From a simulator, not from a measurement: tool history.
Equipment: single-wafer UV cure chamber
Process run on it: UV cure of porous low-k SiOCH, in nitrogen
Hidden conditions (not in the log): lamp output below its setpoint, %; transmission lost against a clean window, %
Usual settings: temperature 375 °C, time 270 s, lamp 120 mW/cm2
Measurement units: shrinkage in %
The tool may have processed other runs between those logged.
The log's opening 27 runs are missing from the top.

run,hour,temperature,time,lamp,wafers since the last listed run,hours since the UV bulbs were replaced,wafers since the quartz window was cleaned,shrinkage
28,321.4,375,270,120,49,1929.8,179,10.511
29,330.3,367,270,120,64,1938.7,243,10.218
30,343.2,375,270,120,93,1951.6,337,10.189
# hour 367.7: UV bulbs replaced
31,368.2,375,270,120,123,0.5,460,12.919
32,370.1,375,270,89,13,2.4,474,11.246
33,382.1,375,160,120,86,14.4,561,10.164
34,409.8,375,270,120,200,42.1,762,12.711
35,424.2,369,410,120,104,56.5,866,14.764
36,440.6,375,270,120,118,72.9,985,12.786
# hour 455.7: quartz window cleaned
37,456.2,390,385,120,55,88.5,3,14.936
38,469.3,375,270,120,94,101.6,98,12.669
39,486.4,368,270,140,123,118.7,222,13.307
40,492.5,375,270,105,44,124.8,266,12.185

4 options for the next run, each taken on its own from the tool as it stands now. Forecast them:
A,493.0,393,270,120,3,125.3,270,?
B,493.0,367,110,133,3,125.3,270,?
C,493.0,357,220,158,3,125.3,270,?
D,493.0,393,270,101,3,125.3,270,?

run,shrinkage
A,13.284
B,9.037
C,12.894
D,12.436
Stripped of hidden state, with their random variation kept, the same runs would have yielded:
run,shrinkage
A,13.409
B,9.149
C,13.018
D,12.559
